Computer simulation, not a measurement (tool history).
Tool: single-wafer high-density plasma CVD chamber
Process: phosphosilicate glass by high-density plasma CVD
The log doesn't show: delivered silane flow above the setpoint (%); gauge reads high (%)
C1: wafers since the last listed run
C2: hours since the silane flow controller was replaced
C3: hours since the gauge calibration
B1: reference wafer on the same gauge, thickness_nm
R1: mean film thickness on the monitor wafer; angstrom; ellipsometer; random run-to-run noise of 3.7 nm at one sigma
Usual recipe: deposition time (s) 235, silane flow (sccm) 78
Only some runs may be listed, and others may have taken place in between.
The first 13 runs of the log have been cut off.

{"run": 14, "day": 35.646, "deposition time (s)": 235, "silane flow (sccm)": 78, "C1": 474, "C2": 1193, "C3": 2586.1, "B1": 1669.713, "R1": 16609.55}
{"run": 15, "day": 39.062, "deposition time (s)": 219, "silane flow (sccm)": 78, "C1": 371, "C2": 1275, "C3": 2668.1, "B1": 1670.252, "R1": 15418.16}
{"run": 16, "day": 41.475, "deposition time (s)": 219, "silane flow (sccm)": 78, "C1": 262, "C2": 1332.9, "C3": 2726, "B1": 1669.786, "R1": 15509.8}
{"run": 17, "day": 44.421, "deposition time (s)": 219, "silane flow (sccm)": 78, "C1": 319, "C2": 1403.6, "C3": 2796.7, "B1": 1670.571, "R1": 15527.21}
{"run": 18, "day": 46.733, "deposition time (s)": 235, "silane flow (sccm)": 78, "C1": 251, "C2": 1459.1, "C3": 2852.2, "B1": 1669.497, "R1": 16544.71}
{"run": 19, "day": 49.792, "deposition time (s)": 235, "silane flow (sccm)": 78, "C1": 332, "C2": 1532.5, "C3": 2925.6, "B1": 1669.669, "R1": 16611.83}
{"run": 20, "day": 53.975, "deposition time (s)": 278, "silane flow (sccm)": 91, "C1": 454, "C2": 1632.9, "C3": 3026, "B1": 1670.696, "R1": 22796.8}
{"run": 21, "day": 56.504, "deposition time (s)": 262, "silane flow (sccm)": 65, "C1": 274, "C2": 1693.6, "C3": 3086.7, "B1": 1668.869, "R1": 15512.06}
{"day": 58.117, "done": "gauge calibrated"}
{"run": 22, "day": 65.283, "deposition time (s)": 235, "silane flow (sccm)": 78, "C1": 953, "C2": 1904.3, "C3": 172, "B1": 1670.477, "R1": 16571.81}
{"run": 23, "day": 69.725, "deposition time (s)": 218, "silane flow (sccm)": 78, "C1": 482, "C2": 2010.9, "C3": 278.6, "B1": 1670.383, "R1": 15306.93}
{"run": 24, "day": 72.308, "deposition time (s)": 260, "silane flow (sccm)": 70, "C1": 280, "C2": 2072.9, "C3": 340.6, "B1": 1669.606, "R1": 16461.48}
{"run": 25, "day": 74.35, "deposition time (s)": 222, "silane flow (sccm)": 70, "C1": 221, "C2": 2121.9, "C3": 389.6, "B1": 1670.303, "R1": 14132.41}
{"run": 26, "day": 78.671, "deposition time (s)": 235, "silane flow (sccm)": 78, "C1": 469, "C2": 2225.6, "C3": 493.3, "B1": 1670.533, "R1": 16603.89}
{"run": 27, "day": 80.742, "deposition time (s)": 281, "silane flow (sccm)": 87, "C1": 224, "C2": 2275.3, "C3": 543, "B1": 1670.111, "R1": 22020.17}
{"run": 28, "day": 82.342, "deposition time (s)": 215, "silane flow (sccm)": 71, "C1": 173, "C2": 2313.7, "C3": 581.4, "B1": 1670.448, "R1": 13882.54}
{"day": 83.262, "done": "silane flow controller replaced"}
{"run": 29, "day": 86.171, "deposition time (s)": 235, "silane flow (sccm)": 78, "C1": 379, "C2": 69.8, "C3": 673.3, "B1": 1668.674, "R1": 16794.39}
{"run": 30, "day": 89.292, "deposition time (s)": 235, "silane flow (sccm)": 78, "C1": 338, "C2": 144.7, "C3": 748.2, "B1": 1669.543, "R1": 16769.59}
{"run": 31, "day": 92.358, "deposition time (s)": 212, "silane flow (sccm)": 65, "C1": 333, "C2": 218.3, "C3": 821.8, "B1": 1670.572, "R1": 12659}
{"run": 32, "day": 94.521, "deposition time (s)": 235, "silane flow (sccm)": 78, "C1": 234, "C2": 270.2, "C3": 873.7, "B1": 1670.189, "R1": 16693.97}
{"run": 33, "day": 97.996, "deposition time (s)": 235, "silane flow (sccm)": 86, "C1": 377, "C2": 353.6, "C3": 957.1, "B1": 1669.716, "R1": 18340.9}
{"run": 34, "day": 100.354, "deposition time (s)": 221, "silane flow (sccm)": 65, "C1": 256, "C2": 410.2, "C3": 1013.7, "B1": 1670.599, "R1": 13198.63}
{"run": 35, "day": 101.971, "deposition time (s)": 217, "silane flow (sccm)": 64, "C1": 175, "C2": 449, "C3": 1052.5, "B1": 1670.822, "R1": 12735.96}
{"run": 36, "day": 106.371, "deposition time (s)": 209, "silane flow (sccm)": 70, "C1": 477, "C2": 554.6, "C3": 1158.1, "B1": 1669.941, "R1": 13320.14}
{"run": 37, "day": 108.754, "deposition time (s)": 235, "silane flow (sccm)": 78, "C1": 258, "C2": 611.8, "C3": 1215.3, "B1": 1670.366, "R1": 16630.64}
{"run": 38, "day": 112.254, "deposition time (s)": 279, "silane flow (sccm)": 78, "C1": 380, "C2": 695.8, "C3": 1299.3, "B1": 1669.957, "R1": 19687.73}

What if the next run were any one of these 4? Each begins from the tool's condition after run 38:
{"run": "A", "day": 112.275, "deposition time (s)": 235, "silane flow (sccm)": 78, "C1": 2, "C2": 696.3, "C3": 1299.8, "B1": "?", "R1": "?"}
{"run": "B", "day": 112.275, "deposition time (s)": 197, "silane flow (sccm)": 69, "C1": 2, "C2": 696.3, "C3": 1299.8, "B1": "?", "R1": "?"}
{"run": "C", "day": 112.275, "deposition time (s)": 211, "silane flow (sccm)": 86, "C1": 2, "C2": 696.3, "C3": 1299.8, "B1": "?", "R1": "?"}
{"run": "D", "day": 112.275, "deposition time (s)": 277, "silane flow (sccm)": 89, "C1": 2, "C2": 696.3, "C3": 1299.8, "B1": "?", "R1": "?"}

run=A B1=1670.013 R1=16680.93
run=B B1=1670.013 R1=12423.33
run=C B1=1670.013 R1=16462.81
run=D B1=1670.013 R1=22343.6
What these runs would have given with no unlogged condition in the tool:
run=A R1=16791.68
run=B R1=12505.81
run=C R1=16572.11
run=D R1=22491.94

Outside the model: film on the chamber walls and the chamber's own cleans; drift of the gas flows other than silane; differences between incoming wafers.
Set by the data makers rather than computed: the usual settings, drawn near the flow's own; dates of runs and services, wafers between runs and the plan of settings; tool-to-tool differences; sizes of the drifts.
